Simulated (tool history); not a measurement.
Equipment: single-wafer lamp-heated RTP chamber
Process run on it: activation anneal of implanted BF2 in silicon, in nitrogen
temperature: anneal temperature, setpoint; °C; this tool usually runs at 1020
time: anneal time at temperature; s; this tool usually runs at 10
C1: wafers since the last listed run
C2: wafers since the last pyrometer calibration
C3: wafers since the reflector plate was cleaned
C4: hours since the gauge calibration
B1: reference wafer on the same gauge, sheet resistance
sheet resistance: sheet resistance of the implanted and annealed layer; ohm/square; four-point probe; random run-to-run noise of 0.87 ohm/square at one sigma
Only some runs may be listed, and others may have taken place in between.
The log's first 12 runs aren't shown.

-- hour=156.8 pyrometer window cleaned and pyrometer calibrated
run 13 hour=157.3 | temperature=1020 time=10 | C1=95 C2=9 C3=3782 C4=436.9 | B1=182.28 | sheet_resistance=172.41
run 14 hour=162.7 | temperature=999 time=8 | C1=107 C2=117 C3=3890 C4=442.3 | B1=182.00 | sheet_resistance=208.74
run 15 hour=175.9 | temperature=1013 time=10 | C1=263 C2=380 C3=4153 C4=455.5 | B1=181.98 | sheet_resistance=182.19
run 16 hour=184.6 | temperature=1000 time=5 | C1=173 C2=554 C3=4327 C4=464.2 | B1=181.87 | sheet_resistance=218.44
run 17 hour=197.2 | temperature=1049 time=10 | C1=251 C2=805 C3=4578 C4=476.8 | B1=181.85 | sheet_resistance=134.81
run 18 hour=210.5 | temperature=1020 time=10 | C1=265 C2=1070 C3=4843 C4=490.1 | B1=181.97 | sheet_resistance=171.29
run 19 hour=217.9 | temperature=1020 time=10 | C1=147 C2=1218 C3=4991 C4=497.5 | B1=182.10 | sheet_resistance=171.96
run 20 hour=223.9 | temperature=1031 time=7 | C1=119 C2=1338 C3=5111 C4=503.5 | B1=181.59 | sheet_resistance=168.49
-- hour=227.5 gauge calibrated
run 21 hour=238.3 | temperature=1020 time=10 | C1=287 C2=1625 C3=5398 C4=10.8 | B1=181.78 | sheet_resistance=172.30
run 22 hour=251.5 | temperature=1031 time=7 | C1=263 C2=1888 C3=5661 C4=24.0 | B1=182.12 | sheet_resistance=168.29
-- hour=264.6 pyrometer window cleaned and pyrometer calibrated
run 23 hour=265.1 | temperature=999 time=8 | C1=111 C2=10 C3=5773 C4=37.6 | B1=181.70 | sheet_resistance=208.23
run 24 hour=273.5 | temperature=994 time=16 | C1=167 C2=178 C3=5940 C4=46.0 | B1=181.80 | sheet_resistance=194.52
-- hour=295.7 reflector plate cleaned
run 25 hour=296.2 | temperature=1012 time=4 | C1=293 C2=471 C3=10 C4=68.7 | B1=181.88 | sheet_resistance=206.52
run 26 hour=299.3 | temperature=1020 time=10 | C1=61 C2=533 C3=72 C4=71.8 | B1=182.14 | sheet_resistance=171.85
run 27 hour=307.6 | temperature=1035 time=10 | C1=165 C2=698 C3=238 C4=80.1 | B1=182.35 | sheet_resistance=152.10
run 28 hour=320.5 | temperature=1032 time=16 | C1=257 C2=956 C3=495 C4=93.0 | B1=181.76 | sheet_resistance=140.57
run 29 hour=331.8 | temperature=996 time=7 | C1=225 C2=1181 C3=720 C4=104.3 | B1=182.24 | sheet_resistance=215.89
run 30 hour=348.5 | temperature=1020 time=14 | C1=333 C2=1514 C3=1053 C4=121.0 | B1=182.12 | sheet_resistance=162.36
run 31 hour=356.6 | temperature=1007 time=7 | C1=161 C2=1676 C3=1215 C4=129.1 | B1=181.77 | sheet_resistance=200.99
-- hour=376.9 pyrometer window cleaned and pyrometer calibrated
run 32 hour=377.4 | temperature=998 time=14 | C1=255 C2=10 C3=1470 C4=149.9 | B1=182.26 | sheet_resistance=190.45
run 33 hour=382.8 | temperature=1020 time=10 | C1=107 C2=118 C3=1578 C4=155.3 | B1=182.09 | sheet_resistance=173.09
run 34 hour=393.4 | temperature=1020 time=10 | C1=211 C2=329 C3=1790 C4=165.9 | B1=181.47 | sheet_resistance=171.93
run 35 hour=400.1 | temperature=1010 time=12 | C1=133 C2=463 C3=1923 C4=172.6 | B1=182.01 | sheet_resistance=178.61
run 36 hour=414.0 | temperature=1020 time=15 | C1=277 C2=740 C3=2200 C4=186.5 | B1=182.43 | sheet_resistance=158.30

5 options for the next run, each taken on its own from the tool as it stands now. Forecast them:
run A hour=414.4 | temperature=1036 time=10 | C1=7 C2=748 C3=2208 C4=186.9 | B1=? | sheet_resistance=?
run B hour=414.4 | temperature=996 time=14 | C1=7 C2=748 C3=2208 C4=186.9 | B1=? | sheet_resistance=?
run C hour=414.4 | temperature=1020 time=6 | C1=7 C2=748 C3=2208 C4=186.9 | B1=? | sheet_resistance=?
run D hour=414.4 | temperature=1004 time=10 | C1=7 C2=748 C3=2208 C4=186.9 | B1=? | sheet_resistance=?
run E hour=414.4 | temperature=1044 time=6 | C1=7 C2=748 C3=2208 C4=186.9 | B1=? | sheet_resistance=?

run=A B1=182.04 sheet_resistance=150.85
run=B B1=182.04 sheet_resistance=195.64
run=C B1=182.04 sheet_resistance=186.65
run=D B1=182.04 sheet_resistance=193.96
run=E B1=182.04 sheet_resistance=157.00
Without the tool's hidden state the same runs would have given:
run=A sheet_resistance=150.85
run=B sheet_resistance=195.64
run=C sheet_resistance=186.65
run=D sheet_resistance=193.96
run=E sheet_resistance=157.00
